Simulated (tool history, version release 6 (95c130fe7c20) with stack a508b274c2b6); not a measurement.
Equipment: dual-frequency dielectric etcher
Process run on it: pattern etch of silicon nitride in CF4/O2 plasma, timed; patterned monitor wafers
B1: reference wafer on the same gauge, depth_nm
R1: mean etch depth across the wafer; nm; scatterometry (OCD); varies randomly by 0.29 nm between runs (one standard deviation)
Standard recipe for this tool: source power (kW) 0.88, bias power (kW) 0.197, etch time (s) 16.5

run 1 day=0 | source_power_(kW)=0.88 bias_power_(kW)=0.197 etch_time_(s)=16.5 | B1=57.3 | R1=59.3
run 2 day=2.9 | source_power_(kW)=0.88 bias_power_(kW)=0.197 etch_time_(s)=16.5 | B1=57.3 | R1=59.6
run 3 day=4.742 | source_power_(kW)=0.88 bias_power_(kW)=0.173 etch_time_(s)=16.5 | B1=57.3 | R1=56.2
run 4 day=7.433 | source_power_(kW)=0.88 bias_power_(kW)=0.173 etch_time_(s)=16.5 | B1=57.3 | R1=56
-- day=8.838 wet clean of the chamber
run 5 day=9.129 | source_power_(kW)=0.88 bias_power_(kW)=0.173 etch_time_(s)=16.5 | B1=57.3 | R1=56.5
run 6 day=10.6 | source_power_(kW)=0.88 bias_power_(kW)=0.197 etch_time_(s)=19 | B1=57.2 | R1=67.9
run 7 day=12.233 | source_power_(kW)=0.88 bias_power_(kW)=0.197 etch_time_(s)=19 | B1=57.4 | R1=67.8
run 8 day=13.288 | source_power_(kW)=0.88 bias_power_(kW)=0.197 etch_time_(s)=19 | B1=57.4 | R1=68
run 9 day=16.025 | source_power_(kW)=0.88 bias_power_(kW)=0.197 etch_time_(s)=16.5 | B1=57.2 | R1=59.1
run 10 day=17.438 | source_power_(kW)=0.88 bias_power_(kW)=0.197 etch_time_(s)=16.5 | B1=57.4 | R1=59
run 11 day=19.642 | source_power_(kW)=0.88 bias_power_(kW)=0.213 etch_time_(s)=16.5 | B1=57.3 | R1=61.3
run 12 day=21.038 | source_power_(kW)=0.88 bias_power_(kW)=0.213 etch_time_(s)=16.5 | B1=57.3 | R1=60.3
run 13 day=22.975 | source_power_(kW)=0.88 bias_power_(kW)=0.197 etch_time_(s)=16.5 | B1=57.3 | R1=58.8
run 14 day=24.192 | source_power_(kW)=0.88 bias_power_(kW)=0.197 etch_time_(s)=16.5 | B1=57.4 | R1=59.2
run 15 day=25.571 | source_power_(kW)=0.88 bias_power_(kW)=0.197 etch_time_(s)=16.5 | B1=57.2 | R1=59.4
-- day=26.675 gauge calibrated
run 16 day=27.967 | source_power_(kW)=1 bias_power_(kW)=0.171 etch_time_(s)=21.5 | B1=57.3 | R1=84.2
run 17 day=29.971 | source_power_(kW)=0.79 bias_power_(kW)=0.197 etch_time_(s)=20.5 | B1=57.3 | R1=65.2
-- day=31 wet clean of the chamber
run 18 day=32.192 | source_power_(kW)=0.88 bias_power_(kW)=0.213 etch_time_(s)=16.5 | B1=57.3 | R1=60.8
-- day=32.804 bias power generator calibrated
run 19 day=34.038 | source_power_(kW)=0.88 bias_power_(kW)=0.197 etch_time_(s)=16.5 | B1=57.3 | R1=59
run 20 day=36.708 | source_power_(kW)=0.95 bias_power_(kW)=0.23 etch_time_(s)=14.5 | B1=57.2 | R1=59.3
run 21 day=37.862 | source_power_(kW)=0.88 bias_power_(kW)=0.237 etch_time_(s)=16.5 | B1=57.4 | R1=62.8
run 22 day=39.079 | source_power_(kW)=0.88 bias_power_(kW)=0.172 etch_time_(s)=15 | B1=57.4 | R1=51.2
run 23 day=41.454 | source_power_(kW)=0.7 bias_power_(kW)=0.239 etch_time_(s)=20.5 | B1=57.4 | R1=61.6
run 24 day=43.379 | source_power_(kW)=1.09 bias_power_(kW)=0.239 etch_time_(s)=15 | B1=57.3 | R1=71
-- day=44.129 source power generator calibrated
-- day=46.004 upper electrode replaced
run 25 day=46.3 | source_power_(kW)=0.95 bias_power_(kW)=0.23 etch_time_(s)=14.5 | B1=57.2 | R1=59.2
run 26 day=48.992 | source_power_(kW)=0.75 bias_power_(kW)=0.18 etch_time_(s)=18 | B1=57.3 | R1=52.8
run 27 day=51.875 | source_power_(kW)=0.88 bias_power_(kW)=0.197 etch_time_(s)=16.5 | B1=57.2 | R1=59.1
run 28 day=53.521 | source_power_(kW)=0.88 bias_power_(kW)=0.197 etch_time_(s)=16.5 | B1=57.4 | R1=59.4
run 29 day=55.442 | source_power_(kW)=0.88 bias_power_(kW)=0.197 etch_time_(s)=16.5 | B1=57.3 | R1=59.3
run 30 day=56.65 | source_power_(kW)=1.07 bias_power_(kW)=0.185 etch_time_(s)=12.5 | B1=57.3 | R1=53.5
-- day=58.217 wet clean of the chamber
run 31 day=58.238 | source_power_(kW)=0.88 bias_power_(kW)=0.197 etch_time_(s)=12.5 | B1=57.2 | R1=44.8

What the log doesn't show, run by run:
etch rate over this chamber's usual, %: 0 on each run
source power that arrives over what is set, %: 0 on each run
bias power that arrives over what is set, %: 0 on each run
gauge reads high (%): 0 on each run
